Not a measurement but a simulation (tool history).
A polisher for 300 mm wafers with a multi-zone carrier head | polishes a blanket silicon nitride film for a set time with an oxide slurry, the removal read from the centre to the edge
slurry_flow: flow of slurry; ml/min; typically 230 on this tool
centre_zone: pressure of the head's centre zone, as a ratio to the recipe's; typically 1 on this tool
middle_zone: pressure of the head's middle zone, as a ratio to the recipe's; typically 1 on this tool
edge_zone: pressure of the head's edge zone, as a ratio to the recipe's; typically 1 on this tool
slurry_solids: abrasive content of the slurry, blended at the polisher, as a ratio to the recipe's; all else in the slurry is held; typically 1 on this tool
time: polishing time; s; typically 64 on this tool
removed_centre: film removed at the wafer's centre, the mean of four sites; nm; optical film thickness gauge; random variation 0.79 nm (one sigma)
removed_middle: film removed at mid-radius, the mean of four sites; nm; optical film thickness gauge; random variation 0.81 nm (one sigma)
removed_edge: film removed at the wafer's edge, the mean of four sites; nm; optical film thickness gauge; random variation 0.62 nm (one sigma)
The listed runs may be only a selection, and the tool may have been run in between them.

run	hour	slurry_flow	centre_zone	middle_zone	edge_zone	slurry_solids	time	incoming thickness of the incoming film, nm	removed_centre	removed_middle	removed_edge
1	0	275	1	1	1	1	71	475.2	72.6	73.6	72.6
# hour 6.1: worn pad replaced by a new one
2	10	230	1	1	1.11	0.75	47	477.8	41.6	42.9	44.9
3	16.2	230	1	1	1	1	64	479	63.7	65.8	64.6
4	31.3	230	1.08	1.05	1	1	46	481.1	49.5	47.7	45.2
5	47.6	230	1.08	1	1	0.75	64	474	62	59.3	58.4
6	61.1	230	1	1	1	1	64	480.8	63.3	65.8	63.7
# hour 64.2: centre zone pressure recalibrated
7	80.5	230	1	1	1	1	45	480.6	44.6	45.2	45.9
8	98.3	230	1.04	1.1	1	1	64	473	66.9	67.8	63.4
9	108.9	230	1	1	1	1	64	474.8	62.2	64.5	63.9
10	118.6	230	1	1	1	1	64	486.6	63.9	65.6	64.2
11	130.7	230	1	1.12	1	1	64	473.7	64.6	70.9	64.4
# hour 137.9: worn pad replaced by a new one
12	147.4	230	1	1	1	1	64	473.6	64.3	65.7	64.1
13	162.7	165	0.97	1.06	1	1	64	481.3	58.3	64.7	62.5
14	177.6	230	1	0.96	1	1	76	485.1	75.6	76.7	76.5
15	190.9	230	1	1	1	1	64	490.9	63	65.6	64.6
16	206.8	295	1	1	1.06	1	64	474.6	65.2	66.8	66.3
17	215.8	260	0.95	0.96	1	0.85	64	476.4	58.5	60.8	61.4
18	233	185	1	1	1	0.75	53	478.7	47	48.7	47.6
19	248.1	275	1	0.95	1	1	64	470.7	64	63.1	65.5
20	255.5	230	1	1	0.89	1	64	489.8	64	65.9	59.8
# hour 269.4: worn pad replaced by a new one
21	271.2	185	1	1.04	0.91	1	43	475.6	41	45.1	40.6

Alternative continuations, all from the tool just after run 21; predict every row:
A	271.6	230	1	1	1	1	64	476.4	?	?	?
B	271.6	230	0.95	1	1	0.85	53	476.4	?	?	?
C	271.6	230	1	1	1.09	1.3	45	476.4	?	?	?
D	271.6	165	1	1	1	1	49	476.4	?	?	?
E	271.6	230	1	1	1.04	0.7	56	476.4	?	?	?

run	removed_centre	removed_middle	removed_edge
A	63.9	65.6	64.2
B	47.6	51.4	50.3
C	49	50.3	51.4
D	47.1	48.5	47.9
E	49.5	50.7	50.6
Without the tool's unlogged condition, the same runs would have read:
run	removed_centre	removed_middle	removed_edge
A	63.9	65.6	64.2
B	47.6	51.4	50.3
C	49	50.3	51.4
D	47.1	48.5	47.9
E	49.5	50.7	50.6

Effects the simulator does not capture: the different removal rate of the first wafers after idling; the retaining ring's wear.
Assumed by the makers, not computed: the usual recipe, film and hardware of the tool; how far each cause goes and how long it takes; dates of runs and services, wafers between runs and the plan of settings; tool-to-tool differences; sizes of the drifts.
